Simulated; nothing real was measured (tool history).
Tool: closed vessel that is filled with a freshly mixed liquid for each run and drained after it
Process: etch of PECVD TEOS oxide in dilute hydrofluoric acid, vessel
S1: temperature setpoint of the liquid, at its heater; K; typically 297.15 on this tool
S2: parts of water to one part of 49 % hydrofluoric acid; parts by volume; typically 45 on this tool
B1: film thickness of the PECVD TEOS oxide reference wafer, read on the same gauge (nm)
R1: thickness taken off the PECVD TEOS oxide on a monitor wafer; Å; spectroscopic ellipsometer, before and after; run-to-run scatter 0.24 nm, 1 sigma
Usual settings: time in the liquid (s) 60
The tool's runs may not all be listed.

{"run": 1, "hour": 0.0, "S1": 297.15, "S2": 45, "time in the liquid (s)": 60, "B1": 89.99, "R1": 263.2}
{"hour": 2.8, "done": "hydrofluoric acid flow meter replaced"}
{"run": 2, "hour": 36.2, "S1": 297.15, "S2": 35, "time in the liquid (s)": 60, "B1": 90, "R1": 346.9}
{"run": 3, "hour": 111.9, "S1": 297.15, "S2": 35, "time in the liquid (s)": 60, "B1": 90, "R1": 348.4}
{"run": 4, "hour": 195.9, "S1": 297.15, "S2": 35, "time in the liquid (s)": 60, "B1": 90.02, "R1": 342.1}
{"run": 5, "hour": 240.5, "S1": 297.15, "S2": 45, "time in the liquid (s)": 60, "B1": 90.02, "R1": 266.9}
{"run": 6, "hour": 332.0, "S1": 297.15, "S2": 45, "time in the liquid (s)": 60, "B1": 90.02, "R1": 269.6}
{"run": 7, "hour": 380.4, "S1": 297.15, "S2": 45, "time in the liquid (s)": 60, "B1": 90.03, "R1": 265.6}
{"run": 8, "hour": 454.7, "S1": 298.65, "S2": 45, "time in the liquid (s)": 60, "B1": 90, "R1": 285}
{"run": 9, "hour": 493.5, "S1": 301.15, "S2": 45, "time in the liquid (s)": 60, "B1": 90.01, "R1": 308.3}
{"run": 10, "hour": 535.5, "S1": 301.15, "S2": 45, "time in the liquid (s)": 60, "B1": 89.99, "R1": 313.5}
{"run": 11, "hour": 641.1, "S1": 299.65, "S2": 45, "time in the liquid (s)": 60, "B1": 90, "R1": 295.9}
{"run": 12, "hour": 694.4, "S1": 299.65, "S2": 45, "time in the liquid (s)": 60, "B1": 90, "R1": 297.4}
{"run": 13, "hour": 741.3, "S1": 299.65, "S2": 45, "time in the liquid (s)": 60, "B1": 90.01, "R1": 298.3}
{"hour": 979.8, "done": "thermometer replaced"}
{"run": 14, "hour": 1062.6, "S1": 297.15, "S2": 45, "time in the liquid (s)": 60, "B1": 90.01, "R1": 259.2}
{"run": 15, "hour": 1122.7, "S1": 297.15, "S2": 30, "time in the liquid (s)": 60, "B1": 89.97, "R1": 396}
{"run": 16, "hour": 1214.6, "S1": 293.15, "S2": 60, "time in the liquid (s)": 90, "B1": 89.99, "R1": 240.9}
{"run": 17, "hour": 1292.9, "S1": 299.15, "S2": 55, "time in the liquid (s)": 40, "B1": 90, "R1": 149.7}
{"run": 18, "hour": 1385.7, "S1": 297.15, "S2": 55, "time in the liquid (s)": 60, "B1": 90.02, "R1": 207.9}
{"run": 19, "hour": 1452.8, "S1": 297.15, "S2": 45, "time in the liquid (s)": 60, "B1": 89.99, "R1": 261.5}
{"run": 20, "hour": 1558.8, "S1": 297.15, "S2": 45, "time in the liquid (s)": 45, "B1": 89.99, "R1": 196.4}
{"hour": 1561.5, "done": "hydrofluoric acid flow meter replaced"}
{"run": 21, "hour": 1623.7, "S1": 297.15, "S2": 35, "time in the liquid (s)": 60, "B1": 89.99, "R1": 345}
{"run": 22, "hour": 1675.6, "S1": 299.65, "S2": 45, "time in the liquid (s)": 60, "B1": 90.01, "R1": 288.3}
{"run": 23, "hour": 1719.5, "S1": 295.15, "S2": 35, "time in the liquid (s)": 60, "B1": 90.02, "R1": 319}
{"hour": 1754.3, "done": "gauge calibrated"}
{"run": 24, "hour": 1778.0, "S1": 297.15, "S2": 35, "time in the liquid (s)": 45, "B1": 90, "R1": 258.3}
{"run": 25, "hour": 1851.8, "S1": 299.15, "S2": 55, "time in the liquid (s)": 40, "B1": 90, "R1": 151.3}
{"run": 26, "hour": 1923.3, "S1": 297.15, "S2": 45, "time in the liquid (s)": 60, "B1": 89.99, "R1": 266.9}
{"run": 27, "hour": 1974.8, "S1": 297.15, "S2": 45, "time in the liquid (s)": 60, "B1": 89.98, "R1": 265.4}
{"run": 28, "hour": 2034.8, "S1": 297.15, "S2": 45, "time in the liquid (s)": 60, "B1": 90.01, "R1": 262.3}
{"run": 29, "hour": 2109.2, "S1": 294.15, "S2": 45, "time in the liquid (s)": 60, "B1": 90.02, "R1": 234.6}
{"run": 30, "hour": 2161.3, "S1": 301.65, "S2": 35, "time in the liquid (s)": 85, "B1": 90.02, "R1": 587.7}
{"run": 31, "hour": 2235.6, "S1": 302.15, "S2": 55, "time in the liquid (s)": 50, "B1": 90, "R1": 221.9}
{"run": 32, "hour": 2322.6, "S1": 297.15, "S2": 45, "time in the liquid (s)": 60, "B1": 89.99, "R1": 267.6}

Each row is a separate what-if for the run after 32, all from the same tool condition, not one after another. Results?
{"run": "A", "hour": 2323.3, "S1": 297.15, "S2": 25, "time in the liquid (s)": 60, "B1": "?", "R1": "?"}
{"run": "B", "hour": 2323.3, "S1": 298.65, "S2": 60, "time in the liquid (s)": 30, "B1": "?", "R1": "?"}
{"run": "C", "hour": 2323.3, "S1": 297.15, "S2": 45, "time in the liquid (s)": 70, "B1": "?", "R1": "?"}
{"run": "D", "hour": 2323.3, "S1": 300.65, "S2": 45, "time in the liquid (s)": 60, "B1": "?", "R1": "?"}
{"run": "E", "hour": 2323.3, "S1": 301.65, "S2": 35, "time in the liquid (s)": 80, "B1": "?", "R1": "?"}

run=A B1=90 R1=492.3
run=B B1=90 R1=103.8
run=C B1=90 R1=310.4
run=D B1=90 R1=306.4
run=E B1=90 R1=555
With no hidden state in the tool, these same runs would have given:
run=A R1=466.3
run=B R1=98.5
run=C R1=294.2
run=D R1=290.8
run=E R1=526.8

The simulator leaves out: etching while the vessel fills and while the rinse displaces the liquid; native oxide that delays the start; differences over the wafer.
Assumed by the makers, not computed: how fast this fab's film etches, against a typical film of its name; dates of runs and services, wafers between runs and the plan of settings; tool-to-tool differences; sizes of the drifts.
